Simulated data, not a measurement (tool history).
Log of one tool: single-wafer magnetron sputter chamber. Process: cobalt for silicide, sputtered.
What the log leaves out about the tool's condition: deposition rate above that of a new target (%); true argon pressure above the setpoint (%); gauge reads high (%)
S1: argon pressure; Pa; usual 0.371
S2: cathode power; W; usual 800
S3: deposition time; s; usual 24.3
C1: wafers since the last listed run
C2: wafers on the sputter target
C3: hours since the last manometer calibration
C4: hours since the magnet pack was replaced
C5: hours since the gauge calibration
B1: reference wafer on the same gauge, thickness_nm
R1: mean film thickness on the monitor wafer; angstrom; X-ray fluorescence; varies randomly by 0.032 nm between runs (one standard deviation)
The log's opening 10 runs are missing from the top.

run 11 hour=478.7 | S1=0.225 S2=800 S3=24.3 | C1=2120 C2=2302 C3=263.9 C4=439.1 C5=923.5 | B1=8.899 | R1=95.04
run 12 hour=513.6 | S1=0.443 S2=700 S3=21.5 | C1=1082 C2=3385 C3=298.8 C4=474.0 C5=958.4 | B1=8.898 | R1=67.79
run 13 hour=548.1 | S1=0.371 S2=800 S3=24.3 | C1=1069 C2=4454 C3=333.3 C4=508.5 C5=992.9 | B1=8.894 | R1=90.30
run 14 hour=616.5 | S1=0.313 S2=600 S3=24.3 | C1=2120 C2=6575 C3=401.7 C4=576.9 C5=1061.3 | B1=8.897 | R1=68.06
run 15 hour=649.8 | S1=0.371 S2=900 S3=28.9 | C1=1032 C2=7608 C3=435.0 C4=610.2 C5=1094.6 | B1=8.899 | R1=118.87
run 16 hour=720.3 | S1=0.519 S2=800 S3=27.1 | C1=2186 C2=9794 C3=505.5 C4=680.7 C5=1165.1 | B1=8.900 | R1=93.60
run 17 hour=771.1 | S1=0.445 S2=700 S3=24.3 | C1=1575 C2=11369 C3=556.3 C4=731.5 C5=1215.9 | B1=8.898 | R1=75.04
run 18 hour=800.3 | S1=0.409 S2=800 S3=26.1 | C1=905 C2=12275 C3=585.5 C4=760.7 C5=1245.1 | B1=8.895 | R1=92.90
-- hour=821.2 sputter target and shields replaced
run 19 hour=849.6 | S1=0.371 S2=650 S3=24.3 | C1=1280 C2=880 C3=634.8 C4=810.0 C5=1294.4 | B1=8.896 | R1=73.52

Forecast run 20:
run 20 hour=882.6 | S1=0.371 S2=950 S3=24.3 | C1=1023 C2=1904 C3=667.8 C4=843.0 C5=1327.4 | B1=? | R1=?

{"run 20": {"B1": 8.894, "R1": 107.5}}
Had the tool carried no hidden state, the very same run would have given R1 107.79 angstrom.
